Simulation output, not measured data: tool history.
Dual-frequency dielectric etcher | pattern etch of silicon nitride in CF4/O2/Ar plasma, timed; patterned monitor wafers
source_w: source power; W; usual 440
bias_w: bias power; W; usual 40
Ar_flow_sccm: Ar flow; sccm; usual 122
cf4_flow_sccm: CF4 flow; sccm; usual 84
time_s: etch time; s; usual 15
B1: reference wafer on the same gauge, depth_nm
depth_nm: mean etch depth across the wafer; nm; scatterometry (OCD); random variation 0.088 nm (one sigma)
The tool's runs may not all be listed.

run 1 day=0 | source_w=350 bias_w=40 Ar_flow_sccm=122 cf4_flow_sccm=84 time_s=15 | B1=18.6 | depth_nm=19.96
run 2 day=3.825 | source_w=410 bias_w=46 Ar_flow_sccm=122 cf4_flow_sccm=84 time_s=15 | B1=18.6 | depth_nm=23.19
-- day=6.858 wet clean of the chamber
run 3 day=7.229 | source_w=440 bias_w=40 Ar_flow_sccm=112 cf4_flow_sccm=84 time_s=15 | B1=18.59 | depth_nm=23.22
-- day=10.012 gauge calibrated
run 4 day=11.242 | source_w=440 bias_w=40 Ar_flow_sccm=112 cf4_flow_sccm=95 time_s=15 | B1=18.59 | depth_nm=23.58
run 5 day=13.283 | source_w=440 bias_w=40 Ar_flow_sccm=122 cf4_flow_sccm=84 time_s=15 | B1=18.58 | depth_nm=22.93
-- day=13.717 Ar flow controller replaced
run 6 day=15.708 | source_w=440 bias_w=40 Ar_flow_sccm=122 cf4_flow_sccm=84 time_s=15 | B1=18.59 | depth_nm=23.05
run 7 day=19.025 | source_w=440 bias_w=40 Ar_flow_sccm=131 cf4_flow_sccm=84 time_s=15 | B1=18.62 | depth_nm=22.77
run 8 day=21.738 | source_w=440 bias_w=44 Ar_flow_sccm=122 cf4_flow_sccm=84 time_s=15 | B1=18.6 | depth_nm=23.69
run 9 day=24.417 | source_w=440 bias_w=45 Ar_flow_sccm=122 cf4_flow_sccm=74 time_s=15 | B1=18.62 | depth_nm=23.48
run 10 day=31.596 | source_w=440 bias_w=40 Ar_flow_sccm=122 cf4_flow_sccm=84 time_s=15 | B1=18.59 | depth_nm=23.24
-- day=33.492 wet clean of the chamber
run 11 day=33.675 | source_w=440 bias_w=46 Ar_flow_sccm=122 cf4_flow_sccm=84 time_s=15 | B1=18.6 | depth_nm=23.74
run 12 day=35.85 | source_w=500 bias_w=40 Ar_flow_sccm=122 cf4_flow_sccm=84 time_s=15 | B1=18.61 | depth_nm=24.97
run 13 day=38.058 | source_w=440 bias_w=40 Ar_flow_sccm=122 cf4_flow_sccm=84 time_s=16.5 | B1=18.61 | depth_nm=24.99
run 14 day=41.642 | source_w=440 bias_w=50 Ar_flow_sccm=122 cf4_flow_sccm=84 time_s=15 | B1=18.61 | depth_nm=24.63
run 15 day=43.217 | source_w=370 bias_w=47 Ar_flow_sccm=114 cf4_flow_sccm=84 time_s=15 | B1=18.58 | depth_nm=21.58
run 16 day=45.446 | source_w=440 bias_w=40 Ar_flow_sccm=122 cf4_flow_sccm=77 time_s=15 | B1=18.6 | depth_nm=22.64
run 17 day=49.079 | source_w=440 bias_w=40 Ar_flow_sccm=122 cf4_flow_sccm=84 time_s=15 | B1=18.62 | depth_nm=23.01
run 18 day=51.6 | source_w=480 bias_w=32 Ar_flow_sccm=122 cf4_flow_sccm=64 time_s=13 | B1=18.61 | depth_nm=18.91
run 19 day=54.062 | source_w=390 bias_w=40 Ar_flow_sccm=122 cf4_flow_sccm=84 time_s=15 | B1=18.61 | depth_nm=21.14
run 20 day=56.504 | source_w=440 bias_w=40 Ar_flow_sccm=122 cf4_flow_sccm=84 time_s=15 | B1=18.61 | depth_nm=22.98
-- day=59.604 wet clean of the chamber
run 21 day=59.625 | source_w=500 bias_w=40 Ar_flow_sccm=122 cf4_flow_sccm=84 time_s=18.5 | B1=18.59 | depth_nm=30.78
run 22 day=62.921 | source_w=440 bias_w=40 Ar_flow_sccm=122 cf4_flow_sccm=84 time_s=15 | B1=18.62 | depth_nm=22.81

3 ways to go on from here, each from the tool as it stands after run 22. What would each give?
run A day=62.938 | source_w=440 bias_w=40 Ar_flow_sccm=122 cf4_flow_sccm=84 time_s=19.5 | B1=? | depth_nm=?
run B day=62.938 | source_w=440 bias_w=40 Ar_flow_sccm=109 cf4_flow_sccm=97 time_s=15 | B1=? | depth_nm=?
run C day=62.938 | source_w=370 bias_w=40 Ar_flow_sccm=122 cf4_flow_sccm=91 time_s=15 | B1=? | depth_nm=?

run=A B1=18.6 depth_nm=29.56
run=B B1=18.6 depth_nm=23.58
run=C B1=18.6 depth_nm=20.4
Without the tool's hidden state the same runs would have given:
run=A depth_nm=29.88
run=B depth_nm=23.83
run=C depth_nm=20.61

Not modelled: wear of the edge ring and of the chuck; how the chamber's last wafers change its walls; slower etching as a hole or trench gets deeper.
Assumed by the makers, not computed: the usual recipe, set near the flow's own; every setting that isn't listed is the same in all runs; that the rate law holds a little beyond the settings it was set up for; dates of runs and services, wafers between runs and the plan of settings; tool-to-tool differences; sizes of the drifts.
